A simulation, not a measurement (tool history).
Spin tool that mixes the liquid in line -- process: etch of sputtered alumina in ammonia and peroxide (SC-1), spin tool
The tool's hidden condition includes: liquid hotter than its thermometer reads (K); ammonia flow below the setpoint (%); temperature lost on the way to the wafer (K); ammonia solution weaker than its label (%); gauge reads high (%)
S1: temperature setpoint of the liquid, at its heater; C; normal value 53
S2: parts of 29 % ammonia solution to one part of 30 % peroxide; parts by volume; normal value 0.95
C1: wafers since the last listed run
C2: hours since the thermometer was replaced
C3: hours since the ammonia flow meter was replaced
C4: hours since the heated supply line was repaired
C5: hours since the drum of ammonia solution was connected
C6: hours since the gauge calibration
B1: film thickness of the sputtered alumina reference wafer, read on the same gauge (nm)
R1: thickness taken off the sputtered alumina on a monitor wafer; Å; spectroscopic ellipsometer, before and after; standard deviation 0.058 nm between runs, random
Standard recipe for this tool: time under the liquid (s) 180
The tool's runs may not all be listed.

run 1 hour=0 | S1=53 S2=1.2 time_under_the_liquid_(s)=180 | C1=0 C2=2145.9 C3=1194.9 C4=2853 C5=146.1 C6=78.1 | B1=100.05 | R1=195.6
run 2 hour=17 | S1=53 S2=1.2 time_under_the_liquid_(s)=180 | C1=81 C2=2162.9 C3=1211.9 C4=2870 C5=163.1 C6=95.1 | B1=99.96 | R1=195.6
run 3 hour=30.9 | S1=53 S2=0.95 time_under_the_liquid_(s)=180 | C1=66 C2=2176.8 C3=1225.8 C4=2883.9 C5=177 C6=109 | B1=100.03 | R1=190
run 4 hour=41.5 | S1=53 S2=0.95 time_under_the_liquid_(s)=180 | C1=50 C2=2187.4 C3=1236.4 C4=2894.5 C5=187.6 C6=119.6 | B1=100 | R1=191.1
run 5 hour=51 | S1=53 S2=0.95 time_under_the_liquid_(s)=180 | C1=45 C2=2196.9 C3=1245.9 C4=2904 C5=197.1 C6=129.1 | B1=99.94 | R1=190.6
-- hour=60.7 new drum of ammonia solution connected
run 6 hour=65 | S1=53 S2=0.95 time_under_the_liquid_(s)=180 | C1=62 C2=2210.9 C3=1259.9 C4=2918 C5=4.3 C6=143.1 | B1=100.04 | R1=193.7
run 7 hour=77.9 | S1=56.5 S2=0.95 time_under_the_liquid_(s)=180 | C1=61 C2=2223.8 C3=1272.8 C4=2930.9 C5=17.2 C6=156 | B1=100.02 | R1=232.1
run 8 hour=87 | S1=44.5 S2=0.95 time_under_the_liquid_(s)=125 | C1=43 C2=2232.9 C3=1281.9 C4=2940 C5=26.3 C6=165.1 | B1=100.03 | R1=83.3
-- hour=96.2 thermometer replaced
-- hour=114.8 gauge calibrated
run 9 hour=133.7 | S1=61.5 S2=1.1 time_under_the_liquid_(s)=270 | C1=219 C2=37.5 C3=1328.6 C4=2986.7 C5=73 C6=18.9 | B1=99.98 | R1=453.7
-- hour=135.9 ammonia flow meter replaced
run 10 hour=143.4 | S1=43.5 S2=0.95 time_under_the_liquid_(s)=180 | C1=41 C2=47.2 C3=7.5 C4=2996.4 C5=82.7 C6=28.6 | B1=99.98 | R1=113.1
-- hour=145.4 heated supply line repaired
run 11 hour=160.5 | S1=57.5 S2=1.1 time_under_the_liquid_(s)=180 | C1=77 C2=64.3 C3=24.6 C4=15.1 C5=99.8 C6=45.7 | B1=99.96 | R1=246.3
run 12 hour=172.6 | S1=53 S2=0.95 time_under_the_liquid_(s)=180 | C1=58 C2=76.4 C3=36.7 C4=27.2 C5=111.9 C6=57.8 | B1=100.03 | R1=190.6
run 13 hour=180.7 | S1=53 S2=0.95 time_under_the_liquid_(s)=180 | C1=38 C2=84.5 C3=44.8 C4=35.3 C5=120 C6=65.9 | B1=100.03 | R1=191
run 14 hour=190.1 | S1=57.5 S2=1.2 time_under_the_liquid_(s)=180 | C1=45 C2=93.9 C3=54.2 C4=44.7 C5=129.4 C6=75.3 | B1=100.01 | R1=247.9

5 ways to go on from here, each from the tool as it stands after run 14. What would each give?
run A hour=190.6 | S1=53 S2=0.95 time_under_the_liquid_(s)=180 | C1=2 C2=94.4 C3=54.7 C4=45.2 C5=129.9 C6=75.8 | B1=? | R1=?
run B hour=190.6 | S1=49 S2=0.95 time_under_the_liquid_(s)=120 | C1=2 C2=94.4 C3=54.7 C4=45.2 C5=129.9 C6=75.8 | B1=? | R1=?
run C hour=190.6 | S1=46 S2=1.2 time_under_the_liquid_(s)=230 | C1=2 C2=94.4 C3=54.7 C4=45.2 C5=129.9 C6=75.8 | B1=? | R1=?
run D hour=190.6 | S1=53 S2=0.95 time_under_the_liquid_(s)=220 | C1=2 C2=94.4 C3=54.7 C4=45.2 C5=129.9 C6=75.8 | B1=? | R1=?
run E hour=190.6 | S1=44 S2=1.2 time_under_the_liquid_(s)=115 | C1=2 C2=94.4 C3=54.7 C4=45.2 C5=129.9 C6=75.8 | B1=? | R1=?

run=A B1=99.97 R1=191.6
run=B B1=99.97 R1=102.7
run=C B1=99.97 R1=170.1
run=D B1=99.97 R1=234.2
run=E B1=99.97 R1=75.9
Had the tool no hidden state, the same runs would have come out as:
run=A R1=193.1
run=B R1=103.5
run=C R1=171.4
run=D R1=236
run=E R1=76.5

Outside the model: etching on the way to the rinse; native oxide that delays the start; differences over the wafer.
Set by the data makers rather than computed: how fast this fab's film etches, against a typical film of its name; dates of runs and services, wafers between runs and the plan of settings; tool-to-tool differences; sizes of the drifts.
